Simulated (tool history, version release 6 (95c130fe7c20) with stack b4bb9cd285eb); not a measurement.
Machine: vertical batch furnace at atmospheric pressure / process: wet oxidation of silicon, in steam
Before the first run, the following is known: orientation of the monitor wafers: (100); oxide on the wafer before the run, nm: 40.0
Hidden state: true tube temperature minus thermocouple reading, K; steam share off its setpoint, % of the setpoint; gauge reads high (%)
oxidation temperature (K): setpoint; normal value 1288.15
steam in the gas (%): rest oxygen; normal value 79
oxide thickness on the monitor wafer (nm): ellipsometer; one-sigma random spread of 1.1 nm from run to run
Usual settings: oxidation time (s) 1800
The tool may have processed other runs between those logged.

run   hour  oxidation temperature (K)  oxidation time (s)  steam in the gas (%)  wafers since the last listed run  hours since the last temperature calibration  hours since the steam generator was serviced  hours since the gauge calibration  read-back reference wafer on the same gauge, thickness  oxide thickness on the monitor wafer (nm)
  1      0                    1288.15                1800                    82                                 0                                        1320.4                                        1898.1                              186.5                                                  253.31                                     293.56
  2   67.2                    1288.15                1800                    82                              1415                                        1387.6                                        1965.3                              253.7                                                  252.57                                     291.07
  3  115.7                    1288.15                1800                    82                              1021                                        1436.1                                        2013.8                              302.2                                                  252.45                                      291.7
  4  163.9                    1288.15                1800                    79                              1015                                        1484.3                                          2062                              350.4                                                  251.55                                     284.02
  5  217.2                    1288.15                2430                    79                              1122                                        1537.6                                        2115.3                              403.7                                                  251.87                                     344.86
  6  245.6                    1288.15                2430                    79                               598                                          1566                                        2143.7                              432.1                                                  251.21                                      343.7
  7  280.2                    1288.15                2010                    79                               728                                        1600.6                                        2178.3                              466.7                                                  251.15                                     304.99
  8  312.1                    1288.15                2010                    79                               672                                        1632.5                                        2210.2                              498.6                                                  250.59                                     301.59
     379.8  -- steam generator serviced
  9  412.6                    1300.15                2160                    67                              1611                                          1733                                          32.8                              599.1                                                  249.44                                     308.81
     438.4  -- gauge calibrated
 10  450.7                    1288.15                1140                    90                               802                                        1771.1                                          70.9                               12.3                                                  254.69                                      233.9
 11  483.1                    1288.15                2070                    90                               682                                        1803.5                                         103.3                               44.7                                                  254.74                                     343.02
 12  538.9                    1278.15                2220                    68                              1175                                        1859.3                                         159.1                              100.5                                                  254.62                                     277.67
     580.5  -- thermocouples replaced and temperature profile calibrated
 13    581                    1288.15                1800                    79                               381                                           0.5                                         201.2                              142.6                                                  253.74                                     286.19
 14  614.7                    1288.15                2160                    87                               709                                          34.2                                         234.9                              176.3                                                  253.57                                     343.72
 15  657.3                    1288.15                1800                    82                               897                                          76.8                                         277.5                              218.9                                                  252.96                                     292.76
 16  720.9                    1288.15                2550                    87                              1339                                         140.4                                         341.1                              282.5                                                  252.98                                     376.46
 17  754.2                    1309.15                1290                    79                               701                                         173.7                                         374.4                              315.8                                                  252.67                                     266.08

What was the tool's hidden state at every run in the log?
true tube temperature minus thermocouple reading, K: 0 in every run
steam share off its setpoint, % of the setpoint: 0 in every run
H1: gauge reads high (%)
run       H1
  1     -0.7
  2   -0.915
  3    -1.07
  4    -1.22
  5    -1.39
  6    -1.48
  7    -1.59
  8     -1.7
  9    -2.02
 10  -0.0258
 11   -0.129
 12   -0.307
 13   -0.442
 14   -0.549
 15   -0.685
 16   -0.888
 17   -0.994
